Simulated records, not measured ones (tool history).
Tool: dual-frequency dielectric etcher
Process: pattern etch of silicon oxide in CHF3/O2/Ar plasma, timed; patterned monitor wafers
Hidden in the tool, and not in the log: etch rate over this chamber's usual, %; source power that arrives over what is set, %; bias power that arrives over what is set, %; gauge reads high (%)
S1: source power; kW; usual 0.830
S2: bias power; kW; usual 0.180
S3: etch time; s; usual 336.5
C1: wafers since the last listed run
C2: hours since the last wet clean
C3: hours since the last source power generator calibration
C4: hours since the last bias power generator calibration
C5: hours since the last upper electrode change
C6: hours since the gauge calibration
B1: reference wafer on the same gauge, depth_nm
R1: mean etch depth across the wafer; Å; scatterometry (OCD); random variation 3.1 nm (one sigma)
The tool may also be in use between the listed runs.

run 1 hour=0.0 | S1=0.830 S2=0.180 S3=336.5 | C1=0 C2=276.7 C3=4385.1 C4=1125.9 C5=4614.1 C6=716.5 | B1=906.9 | R1=7644
run 2 hour=32.7 | S1=0.830 S2=0.180 S3=336.5 | C1=199 C2=309.4 C3=4417.8 C4=1158.6 C5=4646.8 C6=749.2 | B1=905.3 | R1=7642
run 3 hour=67.4 | S1=0.830 S2=0.194 S3=336.5 | C1=211 C2=344.1 C3=4452.5 C4=1193.3 C5=4681.5 C6=783.9 | B1=903.9 | R1=7849
run 4 hour=89.4 | S1=0.830 S2=0.194 S3=336.5 | C1=134 C2=366.1 C3=4474.5 C4=1215.3 C5=4703.5 C6=805.9 | B1=902.5 | R1=7895
run 5 hour=118.4 | S1=0.780 S2=0.180 S3=336.5 | C1=177 C2=395.1 C3=4503.5 C4=1244.3 C5=4732.5 C6=834.9 | B1=901.3 | R1=7348
run 6 hour=132.0 | S1=0.780 S2=0.180 S3=336.5 | C1=83 C2=408.7 C3=4517.1 C4=1257.9 C5=4746.1 C6=848.5 | B1=900.6 | R1=7302
-- hour=168.9 wet clean of the chamber
-- hour=178.7 upper electrode replaced
-- hour=181.0 source power generator calibrated
run 7 hour=181.5 | S1=0.780 S2=0.180 S3=336.5 | C1=82 C2=12.6 C3=0.5 C4=1307.4 C5=2.8 C6=898.0 | B1=898.4 | R1=7314
run 8 hour=181.9 | S1=0.830 S2=0.169 S3=291.0 | C1=2 C2=13.0 C3=0.9 C4=1307.8 C5=3.2 C6=898.4 | B1=898.0 | R1=6374
run 9 hour=196.6 | S1=0.830 S2=0.180 S3=336.5 | C1=89 C2=27.7 C3=15.6 C4=1322.5 C5=17.9 C6=913.1 | B1=898.3 | R1=7575
run 10 hour=220.3 | S1=0.830 S2=0.180 S3=336.5 | C1=144 C2=51.4 C3=39.3 C4=1346.2 C5=41.6 C6=936.8 | B1=897.1 | R1=7530
run 11 hour=243.0 | S1=0.830 S2=0.180 S3=306.0 | C1=138 C2=74.1 C3=62.0 C4=1368.9 C5=64.3 C6=959.5 | B1=894.9 | R1=6802
run 12 hour=264.0 | S1=0.690 S2=0.163 S3=378.5 | C1=128 C2=95.1 C3=83.0 C4=1389.9 C5=85.3 C6=980.5 | B1=894.1 | R1=7326
run 13 hour=280.7 | S1=0.970 S2=0.216 S3=384.0 | C1=101 C2=111.8 C3=99.7 C4=1406.6 C5=102.0 C6=997.2 | B1=894.0 | R1=10162
run 14 hour=299.6 | S1=0.830 S2=0.194 S3=336.5 | C1=115 C2=130.7 C3=118.6 C4=1425.5 C5=120.9 C6=1016.1 | B1=892.6 | R1=7798
run 15 hour=314.3 | S1=0.690 S2=0.180 S3=336.5 | C1=89 C2=145.4 C3=133.3 C4=1440.2 C5=135.6 C6=1030.8 | B1=891.2 | R1=6792
run 16 hour=346.0 | S1=0.650 S2=0.148 S3=296.5 | C1=193 C2=177.1 C3=165.0 C4=1471.9 C5=167.3 C6=1062.5 | B1=890.3 | R1=5232
run 17 hour=361.2 | S1=0.830 S2=0.199 S3=336.5 | C1=92 C2=192.3 C3=180.2 C4=1487.1 C5=182.5 C6=1077.7 | B1=889.3 | R1=7895
run 18 hour=395.9 | S1=0.920 S2=0.180 S3=246.5 | C1=211 C2=227.0 C3=214.9 C4=1521.8 C5=217.2 C6=1112.4 | B1=887.0 | R1=5750
-- hour=409.6 bias power generator calibrated
run 19 hour=429.0 | S1=0.830 S2=0.151 S3=336.5 | C1=177 C2=260.1 C3=248.0 C4=19.4 C5=250.3 C6=1145.5 | B1=884.7 | R1=6844
run 20 hour=447.6 | S1=0.660 S2=0.158 S3=421.5 | C1=113 C2=278.7 C3=266.6 C4=38.0 C5=268.9 C6=1164.1 | B1=883.6 | R1=7697
-- hour=468.5 gauge calibrated
run 21 hour=469.8 | S1=0.830 S2=0.180 S3=395.0 | C1=135 C2=300.9 C3=288.8 C4=60.2 C5=291.1 C6=1.3 | B1=924.7 | R1=9103
run 22 hour=489.6 | S1=0.830 S2=0.180 S3=336.5 | C1=120 C2=320.7 C3=308.6 C4=80.0 C5=310.9 C6=21.1 | B1=925.0 | R1=7773
run 23 hour=523.8 | S1=0.830 S2=0.180 S3=336.5 | C1=208 C2=354.9 C3=342.8 C4=114.2 C5=345.1 C6=55.3 | B1=924.8 | R1=7802
run 24 hour=541.1 | S1=0.830 S2=0.180 S3=336.5 | C1=105 C2=372.2 C3=360.1 C4=131.5 C5=362.4 C6=72.6 | B1=924.3 | R1=7774
-- hour=644.2 wet clean of the chamber
run 25 hour=644.7 | S1=0.830 S2=0.180 S3=336.5 | C1=485 C2=0.5 C3=463.7 C4=235.1 C5=466.0 C6=176.2 | B1=923.5 | R1=7808
run 26 hour=712.2 | S1=0.640 S2=0.204 S3=250.5 | C1=412 C2=68.0 C3=531.2 C4=302.6 C5=533.5 C6=243.7 | B1=923.0 | R1=5355
run 27 hour=781.2 | S1=0.660 S2=0.201 S3=336.5 | C1=421 C2=137.0 C3=600.2 C4=371.6 C5=602.5 C6=312.7 | B1=922.8 | R1=7198
run 28 hour=806.3 | S1=0.670 S2=0.205 S3=336.5 | C1=153 C2=162.1 C3=625.3 C4=396.7 C5=627.6 C6=337.8 | B1=921.0 | R1=7327
run 29 hour=822.5 | S1=0.640 S2=0.145 S3=263.0 | C1=98 C2=178.3 C3=641.5 C4=412.9 C5=643.8 C6=354.0 | B1=921.1 | R1=4689
run 30 hour=837.0 | S1=0.830 S2=0.142 S3=380.5 | C1=88 C2=192.8 C3=656.0 C4=427.4 C5=658.3 C6=368.5 | B1=921.3 | R1=7744
run 31 hour=855.2 | S1=0.830 S2=0.180 S3=275.5 | C1=111 C2=211.0 C3=674.2 C4=445.6 C5=676.5 C6=386.7 | B1=921.7 | R1=6331

Forecast each of these 3 alternatives for the next run:
run A hour=855.7 | S1=0.830 S2=0.180 S3=336.5 | C1=3 C2=211.5 C3=674.7 C4=446.1 C5=677.0 C6=387.2 | B1=? | R1=?
run B hour=855.7 | S1=0.710 S2=0.212 S3=417.5 | C1=3 C2=211.5 C3=674.7 C4=446.1 C5=677.0 C6=387.2 | B1=? | R1=?
run C hour=855.7 | S1=0.830 S2=0.214 S3=253.0 | C1=3 C2=211.5 C3=674.7 C4=446.1 C5=677.0 C6=387.2 | B1=? | R1=?

run=A B1=921.1 R1=7740
run=B B1=921.1 R1=9569
run=C B1=921.1 R1=6323
Without the tool's hidden state the same runs would have given:
run=A R1=7767
run=B R1=9602
run=C R1=6345

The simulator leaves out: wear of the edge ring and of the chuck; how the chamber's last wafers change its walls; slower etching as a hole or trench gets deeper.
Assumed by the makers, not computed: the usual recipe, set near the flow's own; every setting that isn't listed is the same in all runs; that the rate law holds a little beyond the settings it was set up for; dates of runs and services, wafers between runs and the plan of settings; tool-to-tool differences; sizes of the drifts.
